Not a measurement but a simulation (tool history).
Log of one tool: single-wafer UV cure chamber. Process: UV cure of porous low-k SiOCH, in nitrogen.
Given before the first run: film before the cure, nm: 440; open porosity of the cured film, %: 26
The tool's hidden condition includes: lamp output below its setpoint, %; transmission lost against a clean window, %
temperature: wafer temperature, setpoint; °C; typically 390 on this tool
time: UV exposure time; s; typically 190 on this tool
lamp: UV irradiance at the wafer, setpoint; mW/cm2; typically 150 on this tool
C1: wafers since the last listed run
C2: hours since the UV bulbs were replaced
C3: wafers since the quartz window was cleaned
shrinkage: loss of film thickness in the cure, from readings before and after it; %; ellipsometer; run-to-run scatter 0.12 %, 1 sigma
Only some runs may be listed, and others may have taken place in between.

{"run": 1, "day": 0.0, "temperature": 390, "time": 190, "lamp": 136, "C1": 0, "C2": 351, "C3": 3847, "shrinkage": 11.683}
{"run": 2, "day": 1.675, "temperature": 390, "time": 190, "lamp": 136, "C1": 447, "C2": 391.2, "C3": 4295, "shrinkage": 12.055}
{"run": 3, "day": 4.7, "temperature": 390, "time": 190, "lamp": 150, "C1": 808, "C2": 463.8, "C3": 5104, "shrinkage": 12.261}
{"run": 4, "day": 7.7, "temperature": 390, "time": 190, "lamp": 150, "C1": 801, "C2": 535.8, "C3": 5905, "shrinkage": 12.12}
{"day": 10.229, "done": "quartz window cleaned"}
{"run": 5, "day": 11.546, "temperature": 390, "time": 190, "lamp": 128, "C1": 938, "C2": 628.1, "C3": 352, "shrinkage": 11.715}
{"run": 6, "day": 15.071, "temperature": 390, "time": 190, "lamp": 150, "C1": 942, "C2": 712.7, "C3": 1294, "shrinkage": 12.496}
{"run": 7, "day": 18.296, "temperature": 390, "time": 190, "lamp": 150, "C1": 861, "C2": 790.1, "C3": 2156, "shrinkage": 12.441}
{"run": 8, "day": 22.438, "temperature": 390, "time": 190, "lamp": 150, "C1": 1106, "C2": 889.5, "C3": 3263, "shrinkage": 12.643}
{"run": 9, "day": 26.471, "temperature": 390, "time": 190, "lamp": 150, "C1": 1077, "C2": 986.3, "C3": 4341, "shrinkage": 12.355}
{"run": 10, "day": 29.125, "temperature": 390, "time": 190, "lamp": 150, "C1": 709, "C2": 1050, "C3": 5050, "shrinkage": 12.128}
{"run": 11, "day": 30.633, "temperature": 390, "time": 190, "lamp": 150, "C1": 403, "C2": 1086.2, "C3": 5453, "shrinkage": 12.337}
{"run": 12, "day": 33.671, "temperature": 390, "time": 190, "lamp": 150, "C1": 811, "C2": 1159.1, "C3": 6265, "shrinkage": 12.361}
{"run": 13, "day": 35.883, "temperature": 390, "time": 190, "lamp": 150, "C1": 591, "C2": 1212.2, "C3": 6856, "shrinkage": 11.901}
{"day": 36.7, "done": "quartz window cleaned"}
{"run": 14, "day": 39.692, "temperature": 390, "time": 190, "lamp": 150, "C1": 928, "C2": 1303.6, "C3": 799, "shrinkage": 11.563}
{"run": 15, "day": 42.183, "temperature": 390, "time": 190, "lamp": 150, "C1": 665, "C2": 1363.4, "C3": 1464, "shrinkage": 11.6}
{"run": 16, "day": 46.067, "temperature": 390, "time": 130, "lamp": 150, "C1": 1037, "C2": 1456.6, "C3": 2502, "shrinkage": 9.77}
{"day": 47.675, "done": "UV bulbs replaced"}
{"run": 17, "day": 48.467, "temperature": 383, "time": 190, "lamp": 150, "C1": 552, "C2": 19, "C3": 3055, "shrinkage": 11.303}
{"run": 18, "day": 52.696, "temperature": 390, "time": 190, "lamp": 150, "C1": 1130, "C2": 120.5, "C3": 4185, "shrinkage": 11.565}
{"run": 19, "day": 55.075, "temperature": 390, "time": 190, "lamp": 150, "C1": 635, "C2": 177.6, "C3": 4821, "shrinkage": 11.476}
{"run": 20, "day": 58.429, "temperature": 406, "time": 260, "lamp": 123, "C1": 896, "C2": 258.1, "C3": 5717, "shrinkage": 12.188}
{"run": 21, "day": 61.054, "temperature": 377, "time": 270, "lamp": 150, "C1": 701, "C2": 321.1, "C3": 6419, "shrinkage": 12.523}
{"day": 63.133, "done": "quartz window cleaned, repeated, since the last time left the tool worse"}
{"run": 22, "day": 63.817, "temperature": 390, "time": 250, "lamp": 172, "C1": 649, "C2": 387.4, "C3": 182, "shrinkage": 14.189}
{"run": 23, "day": 67.396, "temperature": 406, "time": 260, "lamp": 123, "C1": 956, "C2": 473.3, "C3": 1139, "shrinkage": 13.295}
{"run": 24, "day": 69.083, "temperature": 373, "time": 305, "lamp": 180, "C1": 451, "C2": 513.8, "C3": 1590, "shrinkage": 15.284}
{"run": 25, "day": 73.375, "temperature": 380, "time": 265, "lamp": 150, "C1": 1146, "C2": 616.8, "C3": 2737, "shrinkage": 13.917}
{"run": 26, "day": 77.629, "temperature": 390, "time": 190, "lamp": 150, "C1": 1136, "C2": 718.9, "C3": 3874, "shrinkage": 12.242}
{"run": 27, "day": 81.508, "temperature": 403, "time": 130, "lamp": 132, "C1": 1036, "C2": 812, "C3": 4910, "shrinkage": 10.2}
{"run": 28, "day": 83.45, "temperature": 377, "time": 280, "lamp": 115, "C1": 518, "C2": 858.6, "C3": 5429, "shrinkage": 12.572}
{"run": 29, "day": 86.55, "temperature": 390, "time": 190, "lamp": 150, "C1": 828, "C2": 933, "C3": 6258, "shrinkage": 12.016}
{"day": 89.688, "done": "quartz window cleaned"}
{"run": 30, "day": 90.458, "temperature": 390, "time": 190, "lamp": 150, "C1": 955, "C2": 1026.8, "C3": 205, "shrinkage": 12.276}
{"run": 31, "day": 92.167, "temperature": 398, "time": 230, "lamp": 150, "C1": 456, "C2": 1067.8, "C3": 662, "shrinkage": 13.454}
{"run": 32, "day": 94.117, "temperature": 390, "time": 245, "lamp": 150, "C1": 521, "C2": 1114.6, "C3": 1183, "shrinkage": 13.438}
{"day": 98.312, "done": "UV bulbs replaced"}
{"run": 33, "day": 98.333, "temperature": 390, "time": 265, "lamp": 119, "C1": 1037, "C2": 0.5, "C3": 2221, "shrinkage": 12.892}
{"run": 34, "day": 102.217, "temperature": 390, "time": 190, "lamp": 150, "C1": 1037, "C2": 93.7, "C3": 3259, "shrinkage": 12.396}
{"run": 35, "day": 104.408, "temperature": 403, "time": 130, "lamp": 132, "C1": 585, "C2": 146.3, "C3": 3844, "shrinkage": 10.149}
{"run": 36, "day": 106.796, "temperature": 390, "time": 190, "lamp": 112, "C1": 638, "C2": 203.6, "C3": 4483, "shrinkage": 11.027}
{"run": 37, "day": 108.75, "temperature": 381, "time": 135, "lamp": 187, "C1": 522, "C2": 250.5, "C3": 5005, "shrinkage": 11.431}
{"day": 112.917, "done": "quartz window cleaned"}
{"run": 38, "day": 119.862, "temperature": 404, "time": 225, "lamp": 150, "C1": 2880, "C2": 517.2, "C3": 1856, "shrinkage": 13.594}

Here are 4 independent what-if runs from the current tool condition. What would each one return?
{"run": "A", "day": 119.883, "temperature": 371, "time": 190, "lamp": 150, "C1": 5, "C2": 517.7, "C3": 1861, "shrinkage": "?"}
{"run": "B", "day": 119.883, "temperature": 390, "time": 80, "lamp": 150, "C1": 5, "C2": 517.7, "C3": 1861, "shrinkage": "?"}
{"run": "C", "day": 119.883, "temperature": 395, "time": 190, "lamp": 130, "C1": 5, "C2": 517.7, "C3": 1861, "shrinkage": "?"}
{"run": "D", "day": 119.883, "temperature": 371, "time": 230, "lamp": 126, "C1": 5, "C2": 517.7, "C3": 1861, "shrinkage": "?"}

run=A shrinkage=12.071
run=B shrinkage=8.592
run=C shrinkage=11.861
run=D shrinkage=12.148
Take away the tool's hidden state, keep each run's random variation, and the runs would have read:
run=A shrinkage=12.199
run=B shrinkage=8.711
run=C shrinkage=11.988
run=D shrinkage=12.276
